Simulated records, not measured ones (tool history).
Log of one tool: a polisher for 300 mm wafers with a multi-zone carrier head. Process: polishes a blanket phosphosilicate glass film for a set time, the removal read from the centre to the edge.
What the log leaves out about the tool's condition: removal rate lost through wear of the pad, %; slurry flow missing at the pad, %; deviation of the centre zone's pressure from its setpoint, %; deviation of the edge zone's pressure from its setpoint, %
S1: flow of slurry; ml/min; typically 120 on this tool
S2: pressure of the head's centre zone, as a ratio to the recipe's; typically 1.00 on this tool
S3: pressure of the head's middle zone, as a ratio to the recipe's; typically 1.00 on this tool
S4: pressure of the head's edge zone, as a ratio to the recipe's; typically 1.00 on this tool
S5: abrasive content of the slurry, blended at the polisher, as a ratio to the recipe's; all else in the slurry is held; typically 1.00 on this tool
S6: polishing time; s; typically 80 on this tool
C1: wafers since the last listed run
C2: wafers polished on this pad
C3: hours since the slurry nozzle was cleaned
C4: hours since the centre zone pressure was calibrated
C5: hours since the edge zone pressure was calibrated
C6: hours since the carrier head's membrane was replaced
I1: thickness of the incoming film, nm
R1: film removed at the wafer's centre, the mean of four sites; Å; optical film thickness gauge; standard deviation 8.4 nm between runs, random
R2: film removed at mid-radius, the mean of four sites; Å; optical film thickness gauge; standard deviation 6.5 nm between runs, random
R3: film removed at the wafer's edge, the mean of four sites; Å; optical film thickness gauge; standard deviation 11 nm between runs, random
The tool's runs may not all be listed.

run,hour,S1,S2,S3,S4,S5,S6,C1,C2,C3,C4,C5,C6,I1,R1,R2,R3
1,0.0,120,1.00,1.00,1.00,1.00,80,0,293,80.1,728.9,760.4,518.9,4699.6,8460,7710,7843
2,10.6,95,0.88,1.00,0.97,1.00,64,120,414,90.7,739.5,771.0,529.5,4669.2,5607,5753,6006
3,17.1,120,1.00,1.00,1.00,1.00,80,74,488,97.2,746.0,777.5,536.0,4767.4,8559,7656,7831
4,23.4,120,1.00,1.00,1.00,1.00,80,71,560,103.5,752.3,783.8,542.3,4710.8,8433,7742,7899
# hour 40.3: carrier head's membrane replaced by a new one
5,40.8,120,1.00,1.00,1.00,1.00,104,141,701,120.9,769.7,801.2,0.5,4766.7,11209,10044,10349
# hour 48.3: centre zone pressure recalibrated
6,52.1,120,1.00,1.00,1.00,0.75,80,105,807,132.2,3.8,812.5,11.8,4764.2,7204,6769,6826
7,69.1,120,1.00,1.08,1.00,1.00,80,193,1001,149.2,20.8,829.5,28.8,4708.6,8105,7978,7955
8,83.6,120,0.93,1.00,1.00,1.00,67,165,1166,163.7,35.3,844.0,43.3,4727.6,6368,6437,6468
# hour 102.4: worn pad replaced by a new one
9,102.9,95,1.00,1.00,1.00,1.00,80,174,5,183.0,54.6,863.3,62.6,4728.3,7577,7349,7367
10,107.8,120,1.00,1.00,1.00,0.75,80,55,61,187.9,59.5,868.2,67.5,4694.1,7055,6770,6975
11,121.7,120,1.05,1.00,1.06,1.00,80,158,219,201.8,73.4,882.1,81.4,4745.8,8576,7767,8114
12,138.9,120,1.07,0.90,1.00,0.85,65,195,415,219.0,90.6,899.3,98.6,4781.4,6624,5484,5936
# hour 142.6: edge zone pressure recalibrated
13,149.3,120,1.11,1.00,1.00,1.00,80,95,511,229.4,101.0,6.7,109.0,4775.3,9075,7676,8167

Forecast run 14:
14,158.5,120,1.00,1.00,1.04,1.00,70,104,616,238.6,110.2,15.9,118.2,4649.5,?,?,?

For run 14 the tool returned R1 7097 Å, R2 6736 Å, R3 6999 Å.
Without the tool's hidden state the same run would have given R1 7014 Å, R2 6736 Å, R3 6999 Å.
